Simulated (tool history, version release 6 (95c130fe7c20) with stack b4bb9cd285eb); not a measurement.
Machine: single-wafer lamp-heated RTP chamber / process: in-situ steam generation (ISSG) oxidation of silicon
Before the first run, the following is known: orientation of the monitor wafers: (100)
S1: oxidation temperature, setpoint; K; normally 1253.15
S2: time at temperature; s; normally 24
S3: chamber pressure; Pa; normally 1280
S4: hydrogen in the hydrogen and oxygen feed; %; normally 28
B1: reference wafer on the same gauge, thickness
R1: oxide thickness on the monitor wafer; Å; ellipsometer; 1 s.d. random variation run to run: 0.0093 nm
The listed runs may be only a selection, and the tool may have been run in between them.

Run 1, day 0.000: usual settings; B1 5.121. Result: R1 61.71 Å.
Run 2, day 1.838: usual settings but S1 1239.15 K; B1 5.119. Result: R1 58.55 Å.
Run 3, day 2.883: usual settings but S1 1239.15 K; B1 5.119. Result: R1 58.60 Å.
Run 4, day 4.546: usual settings but S3 1333 Pa; B1 5.122. Result: R1 61.34 Å.
Run 5, day 6.796: usual settings but S3 1333 Pa; B1 5.121. Result: R1 61.34 Å.
Run 6, day 8.846: usual settings but S3 1333 Pa; B1 5.121. Result: R1 61.46 Å.
Run 7, day 10.808: usual settings but S3 1360 Pa; B1 5.120. Result: R1 61.03 Å.
Run 8, day 12.425: usual settings but S3 1360 Pa; B1 5.121. Result: R1 61.19 Å.
Run 9, day 13.850: usual settings; B1 5.119. Result: R1 61.87 Å.
Run 10, day 15.042: usual settings; B1 5.120. Result: R1 61.95 Å.
Run 11, day 17.321: usual settings but S1 1266.15 K, S2 19 s, S4 18 %; B1 5.119. Result: R1 53.11 Å.
At day 18.438: pyrometer window cleaned and pyrometer calibrated.
Run 12, day 19.654: usual settings but S1 1259.15 K, S2 15 s; B1 5.123. Result: R1 51.21 Å.
Run 13, day 22.617: usual settings but S1 1240.15 K; B1 5.120. Result: R1 58.72 Å.
Run 14, day 23.621: usual settings; B1 5.121. Result: R1 61.58 Å.
Run 15, day 25.867: usual settings but S2 29 s; B1 5.118. Result: R1 67.27 Å.
Run 16, day 28.208: usual settings; B1 5.122. Result: R1 61.73 Å.
At day 29.854: hydrogen flow controller replaced.
Run 17, day 30.400: usual settings; B1 5.119. Result: R1 62.44 Å.
Run 18, day 37.354: usual settings but S1 1238.15 K, S4 32 %; B1 5.120. Result: R1 60.99 Å.
At day 39.125: pyrometer window cleaned and pyrometer calibrated.
Run 19, day 39.604: usual settings; B1 5.119. Result: R1 61.91 Å.
At day 42.150: gauge calibrated.
Run 20, day 42.175: usual settings; B1 5.121. Result: R1 62.07 Å.
At day 43.642: pressure gauge zeroed.
Run 21, day 43.662: usual settings; B1 5.120. Result: R1 62.02 Å.
Run 22, day 46.371: usual settings but S1 1242.15 K, S2 27 s, S3 1360 Pa, S4 32 %; B1 5.121. Result: R1 63.95 Å.
Run 23, day 48.483: usual settings but S4 23 %; B1 5.122. Result: R1 59.66 Å.
Run 24, day 49.638: usual settings but S1 1240.15 K, S2 18 s, S3 1360 Pa, S4 20 %; B1 5.121. Result: R1 48.18 Å.
Run 25, day 52.450: usual settings but S2 26 s, S3 1360 Pa; B1 5.122. Result: R1 63.81 Å.
Run 26, day 55.212: usual settings but S1 1247.15 K, S3 1147 Pa, S4 25 %; B1 5.121. Result: R1 60.33 Å.
Run 27, day 59.554: usual settings but S3 1347 Pa, S4 32 %; B1 5.120. Result: R1 63.53 Å.
At day 60.979: pyrometer window cleaned and pyrometer calibrated.
Run 28, day 62.046: usual settings; B1 5.120. Result: R1 61.80 Å.
Run 29, day 64.642: usual settings but S2 16 s, S4 32 %; B1 5.122. Result: R1 53.67 Å.
Run 30, day 66.812: usual settings but S1 1266.15 K, S2 16 s, S3 1360 Pa, S4 32 %; B1 5.120. Result: R1 55.36 Å.
Run 31, day 68.104: usual settings but S2 33 s; B1 5.120. Result: R1 72.00 Å.

What if the next run were any one of these 4? Each begins from the tool's condition after run 31:
Run A, day 68.121: usual settings but S1 1264.15 K; B1 ?. Result: R1 ?.
Run B, day 68.121: usual settings but S1 1237.15 K, S3 1360 Pa; B1 ?. Result: R1 ?.
Run C, day 68.121: usual settings but S3 1133 Pa; B1 ?. Result: R1 ?.
Run D, day 68.121: usual settings but S2 30 s, S3 1227 Pa; B1 ?. Result: R1 ?.

run     B1     R1
  A  5.121  65.04
  B  5.121  57.94
  C  5.121  63.35
  D  5.121  69.55
Had the tool no hidden state, the same runs would have come out as:
run     R1
  A  64.61
  B  57.61
  C  62.95
  D  69.09

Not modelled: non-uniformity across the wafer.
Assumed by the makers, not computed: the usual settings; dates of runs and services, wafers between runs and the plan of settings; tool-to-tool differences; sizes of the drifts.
